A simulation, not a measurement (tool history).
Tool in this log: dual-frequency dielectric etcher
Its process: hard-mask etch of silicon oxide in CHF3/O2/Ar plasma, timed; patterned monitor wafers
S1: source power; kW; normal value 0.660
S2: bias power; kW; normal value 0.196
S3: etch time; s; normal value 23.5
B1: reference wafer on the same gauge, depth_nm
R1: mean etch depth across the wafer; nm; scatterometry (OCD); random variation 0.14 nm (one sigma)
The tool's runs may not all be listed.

run 1 day=0.000 | S1=0.660 S2=0.221 S3=23.5 | B1=48.13 | R1=52.54
run 2 day=0.592 | S1=0.660 S2=0.196 S3=23.5 | B1=48.13 | R1=50.45
run 3 day=1.667 | S1=0.660 S2=0.196 S3=23.5 | B1=48.05 | R1=50.40
run 4 day=2.962 | S1=0.660 S2=0.196 S3=23.5 | B1=48.01 | R1=50.29
run 5 day=3.962 | S1=0.660 S2=0.161 S3=23.5 | B1=47.92 | R1=47.22
run 6 day=5.033 | S1=0.660 S2=0.196 S3=23.5 | B1=48.00 | R1=50.34
run 7 day=6.071 | S1=0.660 S2=0.196 S3=23.5 | B1=48.04 | R1=50.23
run 8 day=6.596 | S1=0.560 S2=0.155 S3=19.5 | B1=47.95 | R1=35.61
run 9 day=7.996 | S1=0.660 S2=0.196 S3=16.5 | B1=47.88 | R1=35.19
run 10 day=8.942 | S1=0.660 S2=0.196 S3=23.5 | B1=47.84 | R1=50.07
-- day=9.654 source power generator calibrated
-- day=9.717 bias power generator calibrated
run 11 day=10.312 | S1=0.810 S2=0.196 S3=27.5 | B1=47.90 | R1=64.50
run 12 day=11.079 | S1=0.520 S2=0.156 S3=28.0 | B1=47.81 | R1=48.88
run 13 day=12.067 | S1=0.510 S2=0.196 S3=23.5 | B1=47.81 | R1=44.25
run 14 day=13.412 | S1=0.620 S2=0.176 S3=23.5 | B1=47.82 | R1=46.75
run 15 day=14.254 | S1=0.660 S2=0.221 S3=23.5 | B1=47.76 | R1=51.87
run 16 day=15.150 | S1=0.600 S2=0.196 S3=21.0 | B1=47.76 | R1=42.68
run 17 day=15.704 | S1=0.660 S2=0.196 S3=23.5 | B1=47.74 | R1=50.05
-- day=17.583 wet clean of the chamber
run 18 day=17.604 | S1=0.660 S2=0.237 S3=26.0 | B1=47.72 | R1=59.11
-- day=18.767 upper electrode replaced
run 19 day=18.788 | S1=0.810 S2=0.196 S3=19.5 | B1=47.72 | R1=45.63
run 20 day=18.800 | S1=0.530 S2=0.196 S3=21.0 | B1=47.67 | R1=40.40
run 21 day=20.200 | S1=0.560 S2=0.159 S3=18.5 | B1=47.61 | R1=33.86
run 22 day=21.621 | S1=0.660 S2=0.196 S3=23.5 | B1=47.57 | R1=50.11
run 23 day=22.904 | S1=0.770 S2=0.196 S3=23.5 | B1=47.54 | R1=53.65
run 24 day=23.733 | S1=0.730 S2=0.171 S3=21.5 | B1=47.53 | R1=45.78
run 25 day=24.821 | S1=0.660 S2=0.196 S3=29.0 | B1=47.54 | R1=61.40
run 26 day=26.283 | S1=0.660 S2=0.179 S3=23.5 | B1=47.45 | R1=47.93
run 27 day=27.712 | S1=0.740 S2=0.196 S3=21.5 | B1=47.46 | R1=47.86
run 28 day=28.638 | S1=0.780 S2=0.196 S3=23.5 | B1=47.45 | R1=53.56
run 29 day=29.542 | S1=0.660 S2=0.196 S3=23.5 | B1=47.41 | R1=49.55

Branching from run 29: 5 alternative next runs. What would each branch give?
run A day=29.558 | S1=0.660 S2=0.196 S3=20.5 | B1=? | R1=?
run B day=29.558 | S1=0.660 S2=0.196 S3=30.0 | B1=? | R1=?
run C day=29.558 | S1=0.820 S2=0.179 S3=18.0 | B1=? | R1=?
run D day=29.558 | S1=0.510 S2=0.196 S3=25.5 | B1=? | R1=?
run E day=29.558 | S1=0.510 S2=0.245 S3=23.5 | B1=? | R1=?

run=A B1=47.39 R1=43.17
run=B B1=47.39 R1=63.17
run=C B1=47.39 R1=40.60
run=D B1=47.39 R1=47.42
run=E B1=47.39 R1=47.39
Stripped of hidden state, with their random variation kept, the same runs would have yielded:
run=A R1=43.91
run=B R1=64.26
run=C R1=41.30
run=D R1=48.24
run=E R1=48.21
